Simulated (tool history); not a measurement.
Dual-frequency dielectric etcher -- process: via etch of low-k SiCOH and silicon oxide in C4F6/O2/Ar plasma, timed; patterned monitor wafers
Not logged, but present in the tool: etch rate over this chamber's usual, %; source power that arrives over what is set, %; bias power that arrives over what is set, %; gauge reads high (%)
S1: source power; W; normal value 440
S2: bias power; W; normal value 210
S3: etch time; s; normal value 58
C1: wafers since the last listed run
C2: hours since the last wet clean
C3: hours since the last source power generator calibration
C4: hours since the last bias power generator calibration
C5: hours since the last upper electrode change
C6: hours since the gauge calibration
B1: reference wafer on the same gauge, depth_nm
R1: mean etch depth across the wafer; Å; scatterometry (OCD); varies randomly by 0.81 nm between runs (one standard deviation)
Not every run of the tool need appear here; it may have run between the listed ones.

run     day   S1   S2    S3    C1     C2      C3      C4      C5     C6     B1    R1
  1       0  440  210    58     0  319.3    2024  3156.7  1466.3   88.1  143.6  1611
  2   1.029  440  210    58   323    344  2048.7  3181.4    1491  112.8  143.3  1602
  3   2.242  440  210    58   380  373.1  2077.8  3210.5  1520.1  141.9  143.5  1609
      3.958  -- wet clean of the chamber
  4   3.979  440  210    58   231    0.5  2119.5  3252.2  1561.8  183.6  143.2  1596
  5   6.625  440  210    58   830     64    2183  3315.7  1625.3  247.1  142.6  1611
  6   8.796  440  210    58   681  116.1  2235.1  3367.8  1677.4  299.2  142.1  1604
  7  10.646  440  210    58   580  160.5  2279.5  3412.2  1721.8  343.6  142.3  1600
  8  13.633  440  210    58   938  232.2  2351.2  3483.9  1793.5  415.3  141.8  1585
  9    14.7  470  210    58   334  257.8  2376.8  3509.5  1819.1  440.9  141.6  1633
 10  16.912  470  210    58   694  310.9  2429.9  3562.6  1872.2    494  141.2  1633
 11  19.188  470  210    58   714  365.5  2484.5  3617.2  1926.8  548.6  140.8  1618
     19.962  -- bias power generator calibrated
     21.112  -- gauge calibrated
     22.217  -- wet clean of the chamber
 12  23.825  440  179    58  1089   38.6  2595.8    92.7  2038.1   65.1  142.9  1521
 13  25.417  440  179    58   499   76.8    2634   130.9  2076.3  103.3  142.6  1498
 14   27.35  440  179    58   607  123.2  2680.4   177.3  2122.7  149.7  142.7  1522
 15  28.667  440  179    58   413  154.8    2712   208.9  2154.3  181.3  142.1  1517
 16  31.504  440  210    58   890  222.9  2780.1     277  2222.4  249.4  142.1  1598
     32.633  -- upper electrode replaced
 17  33.988  540  179    75   465  282.5  2839.7   336.6    32.5    309  141.5  2114
     35.433  -- source power generator calibrated
     37.029  -- wet clean of the chamber
 18   37.05  540  210  47.5   595    0.5    38.8   410.1     106  382.5  141.4  1424
 19  37.462  410  257    72   129   10.4    48.7     420   115.9  392.4  141.2  2020
 20  38.538  440  169    70   337   36.2    74.5   445.8   141.7  418.2  141.1  1783
 21  40.588  500  258  46.5   643   85.4   123.7     495   190.9  467.4  140.9  1422
 22  43.242  440  210    58   833  149.1   187.4   558.7   254.6  531.1  140.3  1569
 23  44.362  400  191  41.5   351    176   214.3   585.6   281.5    558  140.3  1038
 24  45.925  440  210    58   490  213.5   251.8   623.1     319  595.5  139.7  1562
     47.238  -- gauge calibrated
 25  47.779  440  210  64.5   582    258   296.3   667.6   363.5     13  143.2  1768
 26  48.838  470  210    58   332  283.4   321.7     693   388.9   38.4    143  1639
 27  50.612  440  259    58   557    326   364.3   735.6   431.5     81  142.7  1718
     52.867  -- wet clean of the chamber
 28  52.888  440  210  46.5   400    0.5   418.9   790.2   486.1  135.6  142.1  1284
 29  55.833  440  192    58   924   71.2   489.6   860.9   556.8  206.3  141.9  1539

Below are 3 alternative next runs, each starting from the tool's condition after run 29. Predict each:
  A  55.85  440  210  58   5  71.6  490  861.3  557.2  206.7   ?   ?
  B  55.85  440  186  58   5  71.6  490  861.3  557.2  206.7   ?   ?
  C  55.85  390  251  58   5  71.6  490  861.3  557.2  206.7   ?   ?

run     B1    R1
  A  141.8  1577
  B  141.8  1514
  C  141.8  1593
With the hidden condition removed and each run's random variation left untouched, the same runs would have given:
run    R1
  A  1589
  B  1527
  C  1605

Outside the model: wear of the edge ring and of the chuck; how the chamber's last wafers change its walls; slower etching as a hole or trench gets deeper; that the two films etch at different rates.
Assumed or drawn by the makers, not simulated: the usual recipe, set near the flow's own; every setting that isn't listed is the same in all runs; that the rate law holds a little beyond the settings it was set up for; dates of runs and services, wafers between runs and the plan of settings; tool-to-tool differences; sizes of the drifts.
